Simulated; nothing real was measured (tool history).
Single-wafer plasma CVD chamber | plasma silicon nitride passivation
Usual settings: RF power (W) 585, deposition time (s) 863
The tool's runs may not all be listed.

run	day	RF power (W)	deposition time (s)	wafers since the last listed run	hours since the last RF generator calibration	hours since the showerhead was replaced	hours since the gauge calibration	read-back reference wafer on the same gauge, thickness_nm	mean film thickness on the monitor wafer (angstrom)
1	0.000	525	863	0	1143.8	2555.4	766.6	1530.011	12688.41
2	1.846	585	773	98	1188.1	2599.7	810.9	1530.871	11790.99
3	3.267	585	898	75	1222.2	2633.8	845.0	1530.283	13715.77
4	6.096	585	898	151	1290.1	2701.7	912.9	1528.871	13702.76
5	9.108	585	898	160	1362.4	2774.0	985.2	1531.409	13653.15
6	12.042	585	827	156	1432.8	2844.4	1055.6	1530.938	12627.43
7	14.592	585	744	136	1494.0	2905.6	1116.8	1531.578	11359.25
8	15.692	585	744	58	1520.4	2932.0	1143.2	1530.220	11347.22
9	17.900	585	744	117	1573.4	2985.0	1196.2	1530.558	11316.27
10	19.771	585	863	99	1618.3	3029.9	1241.1	1529.855	13097.07
11	22.638	585	863	153	1687.1	3098.7	1309.9	1529.202	13148.36
12	24.925	585	863	122	1742.0	3153.6	1364.8	1529.451	13151.18
13	26.867	585	863	103	1788.6	3200.2	1411.4	1531.138	13065.62
14	28.367	585	863	80	1824.6	3236.2	1447.4	1530.322	13138.53
# day 29.567: RF generator calibrated
15	34.358	585	863	302	115.0	3380.0	1591.2	1528.917	12887.85
# day 34.871: showerhead replaced
# day 35.338: gauge calibrated
16	36.846	585	863	115	174.7	47.4	36.2	1530.526	12912.86
17	39.025	685	863	116	227.0	99.7	88.5	1530.082	13524.69
18	40.767	585	814	93	268.8	141.5	130.3	1529.826	12108.15
19	43.017	700	798	120	322.8	195.5	184.3	1530.700	12610.39
# day 43.617: RF generator calibrated, repeated, since the last time left the tool worse
20	44.558	520	720	64	22.6	232.5	221.3	1531.286	10685.35
21	46.717	645	699	115	74.4	284.3	273.1	1528.592	11092.37
22	47.842	585	863	60	101.4	311.3	300.1	1529.564	13261.81
23	49.367	585	863	81	138.0	347.9	336.7	1531.296	13253.06
24	51.796	505	992	129	196.3	406.2	395.0	1530.581	14523.23
25	53.696	645	721	101	241.9	451.8	440.6	1530.414	11382.16
26	55.262	585	863	83	279.5	489.4	478.2	1531.166	13218.15
27	58.038	505	863	148	346.1	556.0	544.8	1530.244	12568.48
28	60.921	685	734	154	415.3	625.2	614.0	1529.586	11779.85
29	62.283	585	863	72	448.0	657.9	646.7	1530.408	13204.62
30	65.367	670	863	164	522.0	731.9	720.7	1530.002	13754.41
31	68.258	675	955	154	591.4	801.3	790.1	1529.656	15227.90
32	71.479	535	702	172	668.7	878.6	867.4	1530.644	10391.34

The tool's hidden state at each run:
gauge reads high (%): 0 in every run
H1: delivered RF power above the setpoint (%)
run	H1
1	-4.02
2	-4.07
3	-4.11
4	-4.18
5	-4.24
6	-4.3
7	-4.35
8	-4.37
9	-4.4
10	-4.43
11	-4.46
12	-4.49
13	-4.51
14	-4.53
15	-9.24
16	-9.6
17	-9.88
18	-10.1
19	-10.4
20	-0.912
21	-1.27
22	-1.45
23	-1.68
24	-2.02
25	-2.26
26	-2.45
27	-2.75
28	-3.04
29	-3.16
30	-3.42
31	-3.64
32	-3.85
